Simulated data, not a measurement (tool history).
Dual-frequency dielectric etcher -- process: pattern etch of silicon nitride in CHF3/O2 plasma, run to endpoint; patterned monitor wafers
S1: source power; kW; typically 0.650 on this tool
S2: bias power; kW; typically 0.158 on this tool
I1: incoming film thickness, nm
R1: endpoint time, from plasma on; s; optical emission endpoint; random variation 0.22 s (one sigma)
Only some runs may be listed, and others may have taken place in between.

run 1 hour=0.0 | S1=0.650 S2=0.158 | I1=101.5 | R1=75.3
run 2 hour=29.0 | S1=0.650 S2=0.158 | I1=102.1 | R1=75.7
run 3 hour=56.0 | S1=0.650 S2=0.133 | I1=101.0 | R1=78.7
-- hour=116.3 wet clean of the chamber
-- hour=157.8 upper electrode replaced
run 4 hour=158.3 | S1=0.650 S2=0.158 | I1=102.3 | R1=73.5
run 5 hour=158.6 | S1=0.650 S2=0.158 | I1=102.3 | R1=73.7
run 6 hour=179.3 | S1=0.650 S2=0.158 | I1=101.6 | R1=73.7
run 7 hour=213.0 | S1=0.650 S2=0.158 | I1=102.7 | R1=74.4
run 8 hour=229.7 | S1=0.650 S2=0.158 | I1=102.7 | R1=74.8
run 9 hour=259.1 | S1=0.650 S2=0.172 | I1=102.2 | R1=73.0
run 10 hour=276.1 | S1=0.650 S2=0.158 | I1=101.1 | R1=73.5
run 11 hour=301.4 | S1=0.560 S2=0.158 | I1=102.1 | R1=81.3
run 12 hour=319.5 | S1=0.560 S2=0.158 | I1=102.4 | R1=81.3
run 13 hour=338.2 | S1=0.760 S2=0.136 | I1=101.4 | R1=70.8
run 14 hour=368.0 | S1=0.650 S2=0.194 | I1=101.5 | R1=70.7
run 15 hour=387.7 | S1=0.650 S2=0.158 | I1=102.0 | R1=74.7
run 16 hour=406.9 | S1=0.540 S2=0.138 | I1=103.2 | R1=86.5
run 17 hour=439.3 | S1=0.790 S2=0.131 | I1=101.0 | R1=69.9
-- hour=453.9 source power generator calibrated
-- hour=454.2 bias power generator calibrated
run 18 hour=465.2 | S1=0.650 S2=0.158 | I1=100.8 | R1=74.3
run 19 hour=482.7 | S1=0.650 S2=0.158 | I1=101.6 | R1=74.7
run 20 hour=507.9 | S1=0.650 S2=0.158 | I1=102.2 | R1=75.7
run 21 hour=531.4 | S1=0.650 S2=0.158 | I1=102.0 | R1=75.3
run 22 hour=562.9 | S1=0.710 S2=0.170 | I1=102.4 | R1=70.7
-- hour=590.5 wet clean of the chamber
run 23 hour=598.1 | S1=0.710 S2=0.141 | I1=102.0 | R1=72.1
run 24 hour=705.9 | S1=0.600 S2=0.198 | I1=101.0 | R1=72.2
run 25 hour=733.4 | S1=0.570 S2=0.180 | I1=101.8 | R1=77.0
run 26 hour=749.9 | S1=0.570 S2=0.148 | I1=102.2 | R1=81.0
run 27 hour=774.3 | S1=0.650 S2=0.124 | I1=101.3 | R1=78.2
run 28 hour=793.5 | S1=0.510 S2=0.132 | I1=101.6 | R1=88.7
run 29 hour=811.5 | S1=0.650 S2=0.194 | I1=101.2 | R1=70.2
run 30 hour=845.7 | S1=0.650 S2=0.127 | I1=102.2 | R1=79.1
run 31 hour=864.8 | S1=0.600 S2=0.189 | I1=101.9 | R1=74.4
run 32 hour=883.1 | S1=0.510 S2=0.142 | I1=101.8 | R1=87.8
run 33 hour=918.3 | S1=0.650 S2=0.158 | I1=102.2 | R1=75.8
run 34 hour=937.3 | S1=0.650 S2=0.158 | I1=103.2 | R1=76.0

Had the tool no unlogged condition, and each run kept its random variation, what would the results have been?
Hidden conditions of the tool in this case: etch rate over this chamber's usual, %; source power that arrives over what is set, %; bias power that arrives over what is set, %.
run=1 R1=73.1
run=2 R1=73.4
run=3 R1=76.2
run=4 R1=73.2
run=5 R1=73.4
run=6 R1=73.3
run=7 R1=73.8
run=8 R1=74.1
run=9 R1=72.2
run=10 R1=72.7
run=11 R1=80.3
run=12 R1=80.2
run=13 R1=69.8
run=14 R1=69.5
run=15 R1=73.4
run=16 R1=84.8
run=17 R1=68.5
run=18 R1=72.7
run=19 R1=73.0
run=20 R1=73.8
run=21 R1=73.3
run=22 R1=68.6
run=23 R1=71.9
run=24 R1=71.5
run=25 R1=76.2
run=26 R1=80.0
run=27 R1=77.1
run=28 R1=87.4
run=29 R1=69.1
run=30 R1=77.6
run=31 R1=72.9
run=32 R1=86.0
run=33 R1=74.1
run=34 R1=74.2

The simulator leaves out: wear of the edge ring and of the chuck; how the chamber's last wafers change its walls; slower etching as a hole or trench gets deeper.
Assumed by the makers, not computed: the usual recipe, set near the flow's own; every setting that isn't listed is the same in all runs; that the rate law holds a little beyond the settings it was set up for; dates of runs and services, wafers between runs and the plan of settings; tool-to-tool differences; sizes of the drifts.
